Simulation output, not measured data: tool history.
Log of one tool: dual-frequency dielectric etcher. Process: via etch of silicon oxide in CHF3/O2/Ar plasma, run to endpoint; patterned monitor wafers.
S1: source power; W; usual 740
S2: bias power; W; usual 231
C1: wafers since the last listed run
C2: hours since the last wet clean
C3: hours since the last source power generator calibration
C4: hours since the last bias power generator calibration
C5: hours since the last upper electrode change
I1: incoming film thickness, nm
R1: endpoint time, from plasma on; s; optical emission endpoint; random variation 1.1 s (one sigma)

| run | hour | S1 | S2 | C1 | C2 | C3 | C4 | C5 | I1 | R1 |
|---|---|---|---|---|---|---|---|---|---|---|
| 1 | 0 | 740 | 231 | 0 | 145 | 1804.2 | 3707.4 | 4580.6 | 776 | 304.3 |
| 2 | 17.1 | 740 | 231 | 73 | 162.1 | 1821.3 | 3724.5 | 4597.7 | 775.1 | 303.3 |
| 3 | 47.6 | 740 | 193 | 131 | 192.6 | 1851.8 | 3755 | 4628.2 | 787.9 | 316.5 |
| 4 | 63 | 740 | 193 | 66 | 208 | 1867.2 | 3770.4 | 4643.6 | 783.7 | 314.2 |
| 5 | 85.8 | 740 | 193 | 98 | 230.8 | 1890 | 3793.2 | 4666.4 | 781.8 | 313.6 |
| 6 | 121.7 | 740 | 231 | 154 | 266.7 | 1925.9 | 3829.1 | 4702.3 | 785.8 | 306.5 |
| 7 | 148.4 | 740 | 231 | 115 | 293.4 | 1952.6 | 3855.8 | 4729 | 782 | 304.5 |
| 8 | 164.4 | 740 | 231 | 69 | 309.4 | 1968.6 | 3871.8 | 4745 | 780.8 | 304.2 |
| 9 | 178.7 | 740 | 231 | 61 | 323.7 | 1982.9 | 3886.1 | 4759.3 | 773 | 300.1 |
| 10 | 201.1 | 740 | 205 | 96 | 346.1 | 2005.3 | 3908.5 | 4781.7 | 785.8 | 311.7 |
|  | 232.5 | wet clean of the chamber |
|  | 249.2 | upper electrode replaced |
| 11 | 249.7 | 740 | 205 | 34 | 17.2 | 2053.9 | 3957.1 | 0.5 | 784.2 | 302.5 |
|  | 263.8 | source power generator calibrated |
| 12 | 264.9 | 740 | 205 | 48 | 32.4 | 1.1 | 3972.3 | 15.7 | 788.2 | 302.2 |
|  | 319.8 | bias power generator calibrated |
| 13 | 320.5 | 900 | 174 | 222 | 88 | 56.7 | 0.7 | 71.3 | 775.6 | 284 |
|  | 358.2 | wet clean of the chamber, repeated, since the last time left the tool worse |
| 14 | 358.7 | 740 | 231 | 61 | 0.5 | 94.9 | 38.9 | 109.5 | 782 | 308.6 |
| 15 | 368.1 | 690 | 231 | 40 | 9.9 | 104.3 | 48.3 | 118.9 | 779 | 317.2 |
| 16 | 384.6 | 870 | 256 | 71 | 26.4 | 120.8 | 64.8 | 135.4 | 777.7 | 281.9 |
| 17 | 397.7 | 870 | 286 | 56 | 39.5 | 133.9 | 77.9 | 148.5 | 777.7 | 277 |
| 18 | 420.3 | 810 | 281 | 97 | 62.1 | 156.5 | 100.5 | 171.1 | 779.6 | 285.7 |
| 19 | 432.5 | 740 | 231 | 52 | 74.3 | 168.7 | 112.7 | 183.3 | 778.6 | 307.6 |
| 20 | 454.1 | 740 | 231 | 93 | 95.9 | 190.3 | 134.3 | 204.9 | 785.8 | 309.1 |
| 21 | 475.3 | 690 | 261 | 91 | 117.1 | 211.5 | 155.5 | 226.1 | 788 | 310.7 |
| 22 | 503 | 740 | 231 | 119 | 144.8 | 239.2 | 183.2 | 253.8 | 784.5 | 307.9 |
| 23 | 521.2 | 740 | 177 | 78 | 163 | 257.4 | 201.4 | 272 | 781.7 | 318.2 |
| 24 | 540.6 | 560 | 260 | 83 | 182.4 | 276.8 | 220.8 | 291.4 | 779.5 | 337.6 |

Forecast each of these 5 alternatives for the next run:
| A | 541.1 | 740 | 231 | 2 | 182.9 | 277.3 | 221.3 | 291.9 | 787.7 | ? |
| B | 541.1 | 820 | 284 | 2 | 182.9 | 277.3 | 221.3 | 291.9 | 787.7 | ? |
| C | 541.1 | 840 | 231 | 2 | 182.9 | 277.3 | 221.3 | 291.9 | 787.7 | ? |
| D | 541.1 | 830 | 187 | 2 | 182.9 | 277.3 | 221.3 | 291.9 | 787.7 | ? |
| E | 541.1 | 670 | 190 | 2 | 182.9 | 277.3 | 221.3 | 291.9 | 787.7 | ? |

| run | R1 |
|---|---|
| A | 307.8 |
| B | 283.5 |
| C | 291.9 |
| D | 304.1 |
| E | 332 |
Without the tool's hidden state the same runs would have given:
| run | R1 |
|---|---|
| A | 311.7 |
| B | 287 |
| C | 295.6 |
| D | 307.9 |
| E | 336.1 |

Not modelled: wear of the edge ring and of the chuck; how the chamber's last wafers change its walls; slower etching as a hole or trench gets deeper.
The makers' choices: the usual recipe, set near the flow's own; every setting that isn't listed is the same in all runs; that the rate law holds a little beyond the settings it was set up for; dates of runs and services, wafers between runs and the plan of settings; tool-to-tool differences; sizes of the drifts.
